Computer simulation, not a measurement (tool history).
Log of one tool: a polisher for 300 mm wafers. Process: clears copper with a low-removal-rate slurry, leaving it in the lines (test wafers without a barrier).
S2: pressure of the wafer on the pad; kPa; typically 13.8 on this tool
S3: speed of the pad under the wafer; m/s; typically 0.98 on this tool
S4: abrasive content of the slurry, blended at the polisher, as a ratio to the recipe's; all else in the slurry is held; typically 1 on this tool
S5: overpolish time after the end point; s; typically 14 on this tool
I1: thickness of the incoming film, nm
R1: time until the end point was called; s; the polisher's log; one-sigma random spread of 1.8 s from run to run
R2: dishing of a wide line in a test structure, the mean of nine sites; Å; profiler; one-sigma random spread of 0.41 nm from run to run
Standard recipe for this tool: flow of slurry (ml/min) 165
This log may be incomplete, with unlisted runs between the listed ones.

{"run": 1, "hour": 0.0, "flow of slurry (ml/min)": 165, "S2": 13.8, "S3": 1.12, "S4": 1, "S5": 14, "I1": 236.3, "R1": 113.8, "R2": 192}
{"run": 2, "hour": 9.4, "flow of slurry (ml/min)": 165, "S2": 13.8, "S3": 0.78, "S4": 1, "S5": 14, "I1": 244.4, "R1": 165.5, "R2": 141}
{"hour": 12.9, "done": "head pressure recalibrated"}
{"hour": 21.6, "done": "worn pad replaced by a new one, of another model than before"}
{"hour": 22.2, "done": "slurry nozzle cleaned"}
{"run": 3, "hour": 25.9, "flow of slurry (ml/min)": 165, "S2": 13.8, "S3": 0.98, "S4": 1, "S5": 14, "I1": 242.6, "R1": 119.1, "R2": 190}
{"run": 4, "hour": 32.5, "flow of slurry (ml/min)": 165, "S2": 13.8, "S3": 0.98, "S4": 1, "S5": 14, "I1": 240.4, "R1": 118.5, "R2": 194}
{"run": 5, "hour": 43.1, "flow of slurry (ml/min)": 165, "S2": 13.8, "S3": 0.98, "S4": 1, "S5": 14, "I1": 241.4, "R1": 122.4, "R2": 189}
{"run": 6, "hour": 51.5, "flow of slurry (ml/min)": 165, "S2": 13.8, "S3": 0.98, "S4": 1, "S5": 14, "I1": 240.4, "R1": 120.8, "R2": 191}
{"run": 7, "hour": 58.7, "flow of slurry (ml/min)": 165, "S2": 13.8, "S3": 0.98, "S4": 0.8, "S5": 14, "I1": 237.9, "R1": 127.2, "R2": 186}
{"run": 8, "hour": 74.9, "flow of slurry (ml/min)": 165, "S2": 13.8, "S3": 0.98, "S4": 0.8, "S5": 14, "I1": 238.5, "R1": 128.4, "R2": 185}
{"run": 9, "hour": 111.2, "flow of slurry (ml/min)": 165, "S2": 13.8, "S3": 0.98, "S4": 1, "S5": 18, "I1": 240, "R1": 124, "R2": 238}
{"run": 10, "hour": 121.0, "flow of slurry (ml/min)": 165, "S2": 13.8, "S3": 0.98, "S4": 1, "S5": 14, "I1": 238.7, "R1": 118.4, "R2": 186}
{"run": 11, "hour": 130.8, "flow of slurry (ml/min)": 165, "S2": 13.8, "S3": 0.78, "S4": 1, "S5": 14, "I1": 240.1, "R1": 137.2, "R2": 166}
{"run": 12, "hour": 148.8, "flow of slurry (ml/min)": 165, "S2": 13.8, "S3": 0.98, "S4": 0.9, "S5": 21, "I1": 237.4, "R1": 132.5, "R2": 253}
{"hour": 166.5, "done": "worn pad replaced by a new one"}
{"run": 13, "hour": 167.0, "flow of slurry (ml/min)": 165, "S2": 13.8, "S3": 0.72, "S4": 0.75, "S5": 14, "I1": 240.8, "R1": 162.9, "R2": 148}
{"run": 14, "hour": 175.0, "flow of slurry (ml/min)": 165, "S2": 13.8, "S3": 0.84, "S4": 1, "S5": 8, "I1": 239.9, "R1": 133.9, "R2": 100}
{"run": 15, "hour": 188.1, "flow of slurry (ml/min)": 165, "S2": 13.8, "S3": 0.88, "S4": 1, "S5": 14, "I1": 239.2, "R1": 137.9, "R2": 164}

Run 16, settings as shown, results not yet in. Your forecast:
{"run": 16, "hour": 201.9, "flow of slurry (ml/min)": 110, "S2": 17.2, "S3": 0.98, "S4": 1, "S5": 14, "I1": 240.9, "R1": "?", "R2": "?"}

Run 16 produced R1 162.9 s, R2 140 Å.
Minus the tool's unlogged condition, the same run would have read R1 127.1 s, R2 177 Å.
